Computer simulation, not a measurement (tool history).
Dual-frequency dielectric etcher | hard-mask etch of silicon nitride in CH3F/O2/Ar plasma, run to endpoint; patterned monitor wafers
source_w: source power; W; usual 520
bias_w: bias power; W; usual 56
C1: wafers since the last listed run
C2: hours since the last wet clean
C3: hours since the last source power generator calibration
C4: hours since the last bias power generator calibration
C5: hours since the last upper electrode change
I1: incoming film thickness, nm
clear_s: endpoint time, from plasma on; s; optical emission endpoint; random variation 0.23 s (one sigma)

Run 1, hour 0.0: usual settings; C1 0; C2 141.6; C3 1011.8; C4 3240.7; C5 1246.8; I1 45.45. Result: clear_s 61.9 s.
Run 2, hour 67.4: usual settings; C1 915; C2 209.0; C3 1079.2; C4 3308.1; C5 1314.2; I1 45.46. Result: clear_s 62.2 s.
At hour 234.5: wet clean of the chamber.
Run 3, hour 347.5: usual settings; C1 3479; C2 113.0; C3 1359.3; C4 3588.2; C5 1594.3; I1 45.13. Result: clear_s 61.7 s.
At hour 418.3: source power generator calibrated.
Run 4, hour 453.3: usual settings; C1 1382; C2 218.8; C3 35.0; C4 3694.0; C5 1700.1; I1 44.92. Result: clear_s 61.1 s.
At hour 460.7: bias power generator calibrated.
Run 5, hour 497.2: usual settings; C1 542; C2 262.7; C3 78.9; C4 36.5; C5 1744.0; I1 45.03. Result: clear_s 61.6 s.
Run 6, hour 548.7: usual settings; C1 699; C2 314.2; C3 130.4; C4 88.0; C5 1795.5; I1 44.94. Result: clear_s 61.8 s.
At hour 577.5: wet clean of the chamber.
Run 7, hour 588.5: usual settings; C1 214; C2 11.0; C3 170.2; C4 127.8; C5 1835.3; I1 45.25. Result: clear_s 61.6 s.
Run 8, hour 695.8: usual settings; C1 1457; C2 118.3; C3 277.5; C4 235.1; C5 1942.6; I1 45.17. Result: clear_s 62.1 s.
Run 9, hour 764.4: usual settings; C1 931; C2 186.9; C3 346.1; C4 303.7; C5 2011.2; I1 45.77. Result: clear_s 62.5 s.
Run 10, hour 825.3: usual settings; C1 827; C2 247.8; C3 407.0; C4 364.6; C5 2072.1; I1 45.27. Result: clear_s 62.3 s.
At hour 887.8: upper electrode replaced.
Run 11, hour 899.4: usual settings; C1 680; C2 321.9; C3 481.1; C4 438.7; C5 11.6; I1 45.49. Result: clear_s 62.6 s.

Run 12 comes next. What will it give?
At hour 945.8: wet clean of the chamber.
Run 12, hour 986.8: usual settings but source_w 430 W, bias_w 44 W; C1 861; C2 41.0; C3 568.5; C4 526.1; C5 99.0; I1 45.34. Result: clear_s ?.

Run 12 gave clear_s 71.7 s.
Without the tool's hidden state the same run would have given clear_s 71.5 s.
